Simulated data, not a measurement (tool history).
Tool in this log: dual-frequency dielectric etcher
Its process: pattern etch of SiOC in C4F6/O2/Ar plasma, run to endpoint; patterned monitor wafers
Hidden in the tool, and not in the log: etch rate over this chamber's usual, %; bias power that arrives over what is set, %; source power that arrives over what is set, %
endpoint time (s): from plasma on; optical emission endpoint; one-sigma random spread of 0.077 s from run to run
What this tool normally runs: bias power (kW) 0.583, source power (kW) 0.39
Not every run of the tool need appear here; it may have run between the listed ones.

| run | day | bias power (kW) | source power (kW) | wafers since the last listed run | hours since the last wet clean | hours since the last bias power generator calibration | hours since the last source power generator calibration | hours since the last upper electrode change | incoming incoming film thickness, nm | endpoint time (s) |
|---|---|---|---|---|---|---|---|---|---|---|
| 1 | 0 | 0.583 | 0.39 | 0 | 278.7 | 1846.7 | 4286 | 3729 | 30.92 | 8.5 |
| 2 | 0.912 | 0.583 | 0.39 | 273 | 300.6 | 1868.6 | 4307.9 | 3750.9 | 30.71 | 8.2 |
| 3 | 1.292 | 0.583 | 0.39 | 113 | 309.7 | 1877.7 | 4317 | 3760 | 30.92 | 8.3 |
| 4 | 1.683 | 0.499 | 0.39 | 117 | 319.1 | 1887.1 | 4326.4 | 3769.4 | 30.75 | 8.6 |
| 5 | 2.221 | 0.499 | 0.39 | 160 | 332 | 1900 | 4339.3 | 3782.3 | 30.98 | 8.7 |
| 6 | 2.692 | 0.499 | 0.39 | 140 | 343.3 | 1911.3 | 4350.6 | 3793.6 | 30.98 | 8.7 |
| 7 | 3.058 | 0.491 | 0.43 | 109 | 352.1 | 1920.1 | 4359.4 | 3802.4 | 30.78 | 8.2 |
| 8 | 3.358 | 0.491 | 0.43 | 89 | 359.3 | 1927.3 | 4366.6 | 3809.6 | 30.52 | 8.4 |
| 9 | 3.9 | 0.583 | 0.44 | 162 | 372.3 | 1940.3 | 4379.6 | 3822.6 | 30.71 | 7.9 |
|  | 4.996 | upper electrode replaced |
|  | 5.204 | wet clean of the chamber |
| 10 | 5.225 | 0.583 | 0.39 | 34 | 0.5 | 1972.1 | 4411.4 | 5.5 | 30.71 | 8.7 |
|  | 6.208 | source power generator calibrated |
| 11 | 6.229 | 0.583 | 0.39 | 250 | 24.6 | 1996.2 | 0.5 | 29.6 | 30.85 | 9 |
| 12 | 6.333 | 0.583 | 0.39 | 31 | 27.1 | 1998.7 | 3 | 32.1 | 30.68 | 8.8 |
| 13 | 6.792 | 0.583 | 0.39 | 137 | 38.1 | 2009.7 | 14 | 43.1 | 31.11 | 8.8 |
| 14 | 7.317 | 0.583 | 0.39 | 157 | 50.7 | 2022.3 | 26.6 | 55.7 | 31.19 | 8.7 |
| 15 | 7.729 | 0.473 | 0.43 | 123 | 60.6 | 2032.2 | 36.5 | 65.6 | 31.09 | 8.9 |
|  | 8.258 | bias power generator calibrated |
| 16 | 8.433 | 0.583 | 0.46 | 160 | 77.5 | 4.2 | 53.4 | 82.5 | 31.11 | 8.1 |
| 17 | 8.975 | 0.674 | 0.34 | 162 | 90.5 | 17.2 | 66.4 | 95.5 | 30.86 | 8.9 |
| 18 | 9.3 | 0.62 | 0.36 | 97 | 98.3 | 25 | 74.2 | 103.3 | 30.94 | 8.9 |
| 19 | 9.925 | 0.583 | 0.39 | 187 | 113.3 | 40 | 89.2 | 118.3 | 30.84 | 8.6 |
| 20 | 10.375 | 0.583 | 0.39 | 134 | 124.1 | 50.8 | 100 | 129.1 | 30.96 | 8.8 |
| 21 | 10.858 | 0.583 | 0.45 | 144 | 135.7 | 62.4 | 111.6 | 140.7 | 31.04 | 8.2 |
| 22 | 11.375 | 0.461 | 0.3 | 154 | 148.1 | 74.8 | 124 | 153.1 | 31.3 | 10.3 |
| 23 | 11.917 | 0.654 | 0.35 | 162 | 161.1 | 87.8 | 137 | 166.1 | 31.01 | 8.8 |
| 24 | 12.612 | 0.721 | 0.44 | 208 | 177.8 | 104.5 | 153.7 | 182.8 | 30.91 | 7.8 |

Predict the results of run 25:
| 25 | 12.933 | 0.65 | 0.35 | 96 | 185.5 | 112.2 | 161.4 | 190.5 | 30.95 | ? |

{"run 25": {"endpoint time (s)": 8.9}}
Had the tool carried no hidden state, the very same run would have given endpoint time (s) 9.1.
